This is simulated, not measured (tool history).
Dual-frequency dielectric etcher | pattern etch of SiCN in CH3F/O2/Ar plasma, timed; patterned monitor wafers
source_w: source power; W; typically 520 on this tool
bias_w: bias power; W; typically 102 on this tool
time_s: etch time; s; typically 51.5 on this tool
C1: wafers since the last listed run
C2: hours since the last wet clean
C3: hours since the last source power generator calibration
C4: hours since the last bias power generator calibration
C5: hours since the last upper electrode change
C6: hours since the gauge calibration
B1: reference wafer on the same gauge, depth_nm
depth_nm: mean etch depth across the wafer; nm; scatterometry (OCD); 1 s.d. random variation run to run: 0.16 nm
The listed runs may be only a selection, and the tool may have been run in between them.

Run 1, hour 0: usual settings but source_w 550 W; C1 0; C2 352.2; C3 4585.2; C4 4011.2; C5 3392.1; C6 242.3; B1 20.1. Result: depth_nm 26.76 nm.
Run 2, hour 34.8: usual settings but bias_w 90 W; C1 270; C2 387; C3 4620; C4 4046; C5 3426.9; C6 277.1; B1 20.12. Result: depth_nm 24.26 nm.
Run 3, hour 48: usual settings but bias_w 90 W; C1 102; C2 400.2; C3 4633.2; C4 4059.2; C5 3440.1; C6 290.3; B1 20.08. Result: depth_nm 24.3 nm.
Run 4, hour 62.1: usual settings but bias_w 90 W; C1 109; C2 414.3; C3 4647.3; C4 4073.3; C5 3454.2; C6 304.4; B1 20.14. Result: depth_nm 24.11 nm.
Run 5, hour 86.3: usual settings but source_w 440 W; C1 187; C2 438.5; C3 4671.5; C4 4097.5; C5 3478.4; C6 328.6; B1 20.06. Result: depth_nm 23.83 nm.
Run 6, hour 110.4: usual settings but source_w 440 W; C1 187; C2 462.6; C3 4695.6; C4 4121.6; C5 3502.5; C6 352.7; B1 20.09. Result: depth_nm 23.77 nm.
At hour 153: wet clean of the chamber.
Run 7, hour 153.5: usual settings but source_w 440 W; C1 148; C2 0.5; C3 4738.7; C4 4164.7; C5 3545.6; C6 395.8; B1 20.11. Result: depth_nm 22.72 nm.
Run 8, hour 160: usual settings; C1 50; C2 7; C3 4745.2; C4 4171.2; C5 3552.1; C6 402.3; B1 20.1. Result: depth_nm 25.43 nm.
At hour 169.1: gauge calibrated.
Run 9, hour 183.2: usual settings but bias_w 119 W; C1 180; C2 30.2; C3 4768.4; C4 4194.4; C5 3575.3; C6 14.1; B1 20.09. Result: depth_nm 27.58 nm.
Run 10, hour 197.1: usual settings but source_w 620 W, bias_w 80 W, time_s 41 s; C1 107; C2 44.1; C3 4782.3; C4 4208.3; C5 3589.2; C6 28; B1 20.06. Result: depth_nm 19.54 nm.
At hour 209.6: source power generator calibrated.
At hour 233.8: upper electrode replaced, of another model than before.
Run 11, hour 234.3: usual settings but bias_w 78 W, time_s 44 s; C1 71; C2 81.3; C3 24.7; C4 4245.5; C5 0.5; C6 65.2; B1 20.07. Result: depth_nm 17.7 nm.
At hour 250.2: bias power generator calibrated.
Run 12, hour 250.7: usual settings but time_s 62.5 s; C1 96; C2 97.7; C3 41.1; C4 0.5; C5 16.9; C6 81.6; B1 20.06. Result: depth_nm 31 nm.
Run 13, hour 277.6: usual settings but source_w 430 W; C1 208; C2 124.6; C3 68; C4 27.4; C5 43.8; C6 108.5; B1 20.11. Result: depth_nm 23.86 nm.
Run 14, hour 295.1: usual settings but bias_w 81 W; C1 135; C2 142.1; C3 85.5; C4 44.9; C5 61.3; C6 126; B1 20.11. Result: depth_nm 21.71 nm.
Run 15, hour 317.6: usual settings but source_w 480 W; C1 174; C2 164.6; C3 108; C4 67.4; C5 83.8; C6 148.5; B1 20.12. Result: depth_nm 24.99 nm.
Run 16, hour 339.9: usual settings; C1 173; C2 186.9; C3 130.3; C4 89.7; C5 106.1; C6 170.8; B1 20.12. Result: depth_nm 25.81 nm.
Run 17, hour 354: usual settings; C1 109; C2 201; C3 144.4; C4 103.8; C5 120.2; C6 184.9; B1 20.12. Result: depth_nm 25.69 nm.

Here are 5 independent what-if runs from the current tool condition. What would each one return?
Run A, hour 354.4: usual settings but time_s 38.5 s; C1 3; C2 201.4; C3 144.8; C4 104.2; C5 120.6; C6 185.3; B1 ?. Result: depth_nm ?.
Run B, hour 354.4: usual settings but bias_w 124 W, time_s 40.5 s; C1 3; C2 201.4; C3 144.8; C4 104.2; C5 120.6; C6 185.3; B1 ?. Result: depth_nm ?.
Run C, hour 354.4: usual settings but source_w 560 W, time_s 43 s; C1 3; C2 201.4; C3 144.8; C4 104.2; C5 120.6; C6 185.3; B1 ?. Result: depth_nm ?.
Run D, hour 354.4: usual settings but source_w 580 W; C1 3; C2 201.4; C3 144.8; C4 104.2; C5 120.6; C6 185.3; B1 ?. Result: depth_nm ?.
Run E, hour 354.4: usual settings but bias_w 126 W, time_s 36 s; C1 3; C2 201.4; C3 144.8; C4 104.2; C5 120.6; C6 185.3; B1 ?. Result: depth_nm ?.

run     B1  depth_nm
  A  20.08     19.35
  B  20.08     23.21
  C  20.08     22.22
  D  20.08     26.97
  E  20.08     20.85
With the hidden condition removed and each run's random variation left untouched, the same runs would have given:
run  depth_nm
  A     18.76
  B      22.5
  C     21.54
  D     26.13
  E     20.21

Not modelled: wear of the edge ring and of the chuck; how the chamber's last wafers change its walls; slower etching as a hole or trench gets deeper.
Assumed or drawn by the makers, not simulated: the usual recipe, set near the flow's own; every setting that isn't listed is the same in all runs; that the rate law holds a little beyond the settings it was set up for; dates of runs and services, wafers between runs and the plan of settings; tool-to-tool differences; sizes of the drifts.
